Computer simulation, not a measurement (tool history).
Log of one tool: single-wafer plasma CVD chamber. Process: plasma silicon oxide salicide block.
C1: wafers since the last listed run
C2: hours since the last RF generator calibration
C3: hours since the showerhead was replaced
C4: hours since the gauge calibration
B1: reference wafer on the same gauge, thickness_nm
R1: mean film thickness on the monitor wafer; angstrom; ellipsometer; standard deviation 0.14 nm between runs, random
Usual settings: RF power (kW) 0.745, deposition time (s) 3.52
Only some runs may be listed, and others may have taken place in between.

Run 1, hour 0.0: usual settings; C1 0; C2 191.9; C3 3839.1; C4 2001.8; B1 36.997. Result: R1 369.56 angstrom.
Run 2, hour 100.8: usual settings; C1 2318; C2 292.7; C3 3939.9; C4 2102.6; B1 36.949. Result: R1 368.54 angstrom.
Run 3, hour 144.4: usual settings but deposition time (s) 3.24; C1 1002; C2 336.3; C3 3983.5; C4 2146.2; B1 36.988. Result: R1 338.14 angstrom.
Run 4, hour 188.3: usual settings but RF power (kW) 0.860, deposition time (s) 3.21; C1 1009; C2 380.2; C3 4027.4; C4 2190.1; B1 36.965. Result: R1 351.69 angstrom.
Run 5, hour 269.5: usual settings but RF power (kW) 0.860, deposition time (s) 3.21; C1 1867; C2 461.4; C3 4108.6; C4 2271.3; B1 36.976. Result: R1 350.31 angstrom.
Run 6, hour 338.1: usual settings but deposition time (s) 3.31; C1 1577; C2 530.0; C3 4177.2; C4 2339.9; B1 37.095. Result: R1 341.81 angstrom.
Run 7, hour 380.7: usual settings but deposition time (s) 3.31; C1 979; C2 572.6; C3 4219.8; C4 2382.5; B1 37.086. Result: R1 343.87 angstrom.
Run 8, hour 474.0: usual settings but deposition time (s) 3.76; C1 2145; C2 665.9; C3 4313.1; C4 2475.8; B1 37.013. Result: R1 390.49 angstrom.
Run 9, hour 792.1: usual settings but deposition time (s) 3.76; C1 7315; C2 984.0; C3 4631.2; C4 2793.9; B1 36.996. Result: R1 386.54 angstrom.
Run 10, hour 906.9: usual settings but RF power (kW) 0.625; C1 2640; C2 1098.8; C3 4746.0; C4 2908.7; B1 36.988. Result: R1 342.95 angstrom.
Run 11, hour 943.4: usual settings but RF power (kW) 0.625; C1 839; C2 1135.3; C3 4782.5; C4 2945.2; B1 37.000. Result: R1 343.19 angstrom.
Run 12, hour 1049.0: usual settings but RF power (kW) 0.625; C1 2428; C2 1240.9; C3 4888.1; C4 3050.8; B1 36.972. Result: R1 343.79 angstrom.
At hour 1160.9: gauge calibrated.
Run 13, hour 1248.2: usual settings but RF power (kW) 0.800; C1 4581; C2 1440.1; C3 5087.3; C4 87.3; B1 37.022. Result: R1 368.15 angstrom.
Run 14, hour 1351.5: usual settings but RF power (kW) 0.800; C1 2375; C2 1543.4; C3 5190.6; C4 190.6; B1 36.995. Result: R1 371.37 angstrom.
Run 15, hour 1454.2: usual settings; C1 2361; C2 1646.1; C3 5293.3; C4 293.3; B1 37.007. Result: R1 364.95 angstrom.
Run 16, hour 1543.5: usual settings; C1 2053; C2 1735.4; C3 5382.6; C4 382.6; B1 36.986. Result: R1 363.68 angstrom.
Run 17, hour 1643.4: usual settings but RF power (kW) 0.810; C1 2297; C2 1835.3; C3 5482.5; C4 482.5; B1 37.044. Result: R1 372.74 angstrom.
At hour 1680.8: showerhead replaced.
Run 18, hour 1684.7: usual settings but RF power (kW) 0.660; C1 765; C2 1876.6; C3 3.9; C4 523.8; B1 36.989. Result: R1 345.71 angstrom.
Run 19, hour 1725.3: usual settings but RF power (kW) 0.660; C1 933; C2 1917.2; C3 44.5; C4 564.4; B1 36.980. Result: R1 349.81 angstrom.
Run 20, hour 1822.1: usual settings but RF power (kW) 0.660; C1 2226; C2 2014.0; C3 141.3; C4 661.2; B1 36.986. Result: R1 347.18 angstrom.
Run 21, hour 1923.1: usual settings; C1 2322; C2 2115.0; C3 242.3; C4 762.2; B1 37.031. Result: R1 361.61 angstrom.
Run 22, hour 1991.3: usual settings; C1 1568; C2 2183.2; C3 310.5; C4 830.4; B1 37.006. Result: R1 360.58 angstrom.
At hour 2066.4: RF generator calibrated.
Run 23, hour 2092.2: usual settings but RF power (kW) 0.660, deposition time (s) 4.05; C1 2136; C2 25.8; C3 411.4; C4 931.3; B1 36.981. Result: R1 409.16 angstrom.
Run 24, hour 2171.2: usual settings but RF power (kW) 0.860, deposition time (s) 3.96; C1 1816; C2 104.8; C3 490.4; C4 1010.3; B1 37.011. Result: R1 434.74 angstrom.
Run 25, hour 2241.6: usual settings but RF power (kW) 0.880, deposition time (s) 3.87; C1 1619; C2 175.2; C3 560.8; C4 1080.7; B1 37.020. Result: R1 427.07 angstrom.
Run 26, hour 2330.2: usual settings; C1 2037; C2 263.8; C3 649.4; C4 1169.3; B1 37.008. Result: R1 367.30 angstrom.
Run 27, hour 2423.9: usual settings; C1 2154; C2 357.5; C3 743.1; C4 1263.0; B1 37.055. Result: R1 367.83 angstrom.
Run 28, hour 2500.5: usual settings but RF power (kW) 0.660, deposition time (s) 4.12; C1 1761; C2 434.1; C3 819.7; C4 1339.6; B1 37.073. Result: R1 411.95 angstrom.
Run 29, hour 2681.4: usual settings but deposition time (s) 3.76; C1 4160; C2 615.0; C3 1000.6; C4 1520.5; B1 36.929. Result: R1 389.99 angstrom.
Run 30, hour 2785.3: usual settings but deposition time (s) 3.24; C1 2389; C2 718.9; C3 1104.5; C4 1624.4; B1 36.948. Result: R1 333.07 angstrom.
Run 31, hour 2854.8: usual settings but RF power (kW) 0.610, deposition time (s) 4.16; C1 1598; C2 788.4; C3 1174.0; C4 1693.9; B1 37.018. Result: R1 401.81 angstrom.
Run 32, hour 2901.5: usual settings; C1 1074; C2 835.1; C3 1220.7; C4 1740.6; B1 36.969. Result: R1 361.59 angstrom.
Run 33, hour 3002.3: usual settings but RF power (kW) 0.680, deposition time (s) 3.98; C1 2318; C2 935.9; C3 1321.5; C4 1841.4; B1 36.969. Result: R1 400.91 angstrom.

Run 34 has not been measured yet. What should we expect?
Run 34, hour 3053.4: usual settings but RF power (kW) 0.790, deposition time (s) 3.08; C1 1175; C2 987.0; C3 1372.6; C4 1892.5; B1 ?. Result: R1 ?.

Run 34 came out at B1 36.977, R1 323.61 angstrom.
Take away the tool's hidden state, keep the run-to-run variation as it was, and the same run would have given R1 331.58 angstrom.
